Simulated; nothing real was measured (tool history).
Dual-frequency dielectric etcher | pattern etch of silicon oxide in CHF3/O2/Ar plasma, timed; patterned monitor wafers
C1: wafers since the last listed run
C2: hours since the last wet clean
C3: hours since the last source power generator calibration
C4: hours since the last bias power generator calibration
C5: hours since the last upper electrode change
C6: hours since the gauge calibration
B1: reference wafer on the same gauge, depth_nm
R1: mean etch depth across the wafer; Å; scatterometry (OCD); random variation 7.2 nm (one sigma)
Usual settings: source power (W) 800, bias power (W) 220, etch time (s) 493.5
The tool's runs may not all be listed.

{"run": 1, "hour": 0.0, "source power (W)": 800, "bias power (W)": 193, "etch time (s)": 493.5, "C1": 0, "C2": 274.2, "C3": 1471.4, "C4": 1485.1, "C5": 1.0, "C6": 631.7, "B1": 1079.2, "R1": 10967}
{"run": 2, "hour": 3.3, "source power (W)": 800, "bias power (W)": 220, "etch time (s)": 594.5, "C1": 14, "C2": 277.5, "C3": 1474.7, "C4": 1488.4, "C5": 4.3, "C6": 635.0, "B1": 1079.7, "R1": 14116}
{"run": 3, "hour": 13.6, "source power (W)": 800, "bias power (W)": 220, "etch time (s)": 594.5, "C1": 46, "C2": 287.8, "C3": 1485.0, "C4": 1498.7, "C5": 14.6, "C6": 645.3, "B1": 1080.4, "R1": 14290}
{"run": 4, "hour": 27.3, "source power (W)": 800, "bias power (W)": 220, "etch time (s)": 594.5, "C1": 61, "C2": 301.5, "C3": 1498.7, "C4": 1512.4, "C5": 28.3, "C6": 659.0, "B1": 1076.1, "R1": 14425}
{"run": 5, "hour": 43.2, "source power (W)": 800, "bias power (W)": 182, "etch time (s)": 575.5, "C1": 71, "C2": 317.4, "C3": 1514.6, "C4": 1528.3, "C5": 44.2, "C6": 674.9, "B1": 1079.8, "R1": 12531}
{"run": 6, "hour": 58.1, "source power (W)": 800, "bias power (W)": 182, "etch time (s)": 575.5, "C1": 66, "C2": 332.3, "C3": 1529.5, "C4": 1543.2, "C5": 59.1, "C6": 689.8, "B1": 1077.0, "R1": 12535}
{"run": 7, "hour": 68.0, "source power (W)": 800, "bias power (W)": 220, "etch time (s)": 493.5, "C1": 44, "C2": 342.2, "C3": 1539.4, "C4": 1553.1, "C5": 69.0, "C6": 699.7, "B1": 1079.5, "R1": 11738}
{"run": 8, "hour": 83.1, "source power (W)": 800, "bias power (W)": 220, "etch time (s)": 493.5, "C1": 67, "C2": 357.3, "C3": 1554.5, "C4": 1568.2, "C5": 84.1, "C6": 714.8, "B1": 1081.1, "R1": 11936}
{"hour": 106.5, "done": "bias power generator calibrated"}
{"run": 9, "hour": 107.0, "source power (W)": 800, "bias power (W)": 247, "etch time (s)": 493.5, "C1": 89, "C2": 381.2, "C3": 1578.4, "C4": 0.5, "C5": 108.0, "C6": 738.7, "B1": 1079.7, "R1": 12370}
{"run": 10, "hour": 113.7, "source power (W)": 860, "bias power (W)": 173, "etch time (s)": 378.0, "C1": 30, "C2": 387.9, "C3": 1585.1, "C4": 7.2, "C5": 114.7, "C6": 745.4, "B1": 1078.5, "R1": 8072}
{"hour": 120.4, "done": "gauge calibrated"}
{"hour": 129.2, "done": "source power generator calibrated"}
{"hour": 138.1, "done": "wet clean of the chamber"}
{"run": 11, "hour": 138.6, "source power (W)": 800, "bias power (W)": 220, "etch time (s)": 493.5, "C1": 53, "C2": 0.5, "C3": 9.4, "C4": 32.1, "C5": 139.6, "C6": 18.2, "B1": 1082.3, "R1": 11988}
{"run": 12, "hour": 139.0, "source power (W)": 800, "bias power (W)": 220, "etch time (s)": 493.5, "C1": 1, "C2": 0.9, "C3": 9.8, "C4": 32.5, "C5": 140.0, "C6": 18.6, "B1": 1080.2, "R1": 12063}
{"run": 13, "hour": 153.8, "source power (W)": 720, "bias power (W)": 195, "etch time (s)": 493.5, "C1": 66, "C2": 15.7, "C3": 24.6, "C4": 47.3, "C5": 154.8, "C6": 33.4, "B1": 1079.4, "R1": 11021}
{"run": 14, "hour": 169.4, "source power (W)": 750, "bias power (W)": 181, "etch time (s)": 631.5, "C1": 69, "C2": 31.3, "C3": 40.2, "C4": 62.9, "C5": 170.4, "C6": 49.0, "B1": 1076.3, "R1": 13949}
{"run": 15, "hour": 187.2, "source power (W)": 800, "bias power (W)": 271, "etch time (s)": 493.5, "C1": 79, "C2": 49.1, "C3": 58.0, "C4": 80.7, "C5": 188.2, "C6": 66.8, "B1": 1080.5, "R1": 13158}
{"run": 16, "hour": 201.5, "source power (W)": 800, "bias power (W)": 172, "etch time (s)": 368.0, "C1": 64, "C2": 63.4, "C3": 72.3, "C4": 95.0, "C5": 202.5, "C6": 81.1, "B1": 1078.2, "R1": 7880}
{"run": 17, "hour": 212.6, "source power (W)": 750, "bias power (W)": 249, "etch time (s)": 493.5, "C1": 49, "C2": 74.5, "C3": 83.4, "C4": 106.1, "C5": 213.6, "C6": 92.2, "B1": 1082.3, "R1": 12498}
{"run": 18, "hour": 225.1, "source power (W)": 860, "bias power (W)": 176, "etch time (s)": 576.0, "C1": 56, "C2": 87.0, "C3": 95.9, "C4": 118.6, "C5": 226.1, "C6": 104.7, "B1": 1078.4, "R1": 12543}

Forecast run 19:
{"run": 19, "hour": 241.9, "source power (W)": 890, "bias power (W)": 166, "etch time (s)": 431.5, "C1": 75, "C2": 103.8, "C3": 112.7, "C4": 135.4, "C5": 242.9, "C6": 121.5, "B1": "?", "R1": "?"}

{"run 19": {"B1": 1078.9, "R1": 9430}}
Without the tool's hidden state the same run would have given R1 9473 Å.
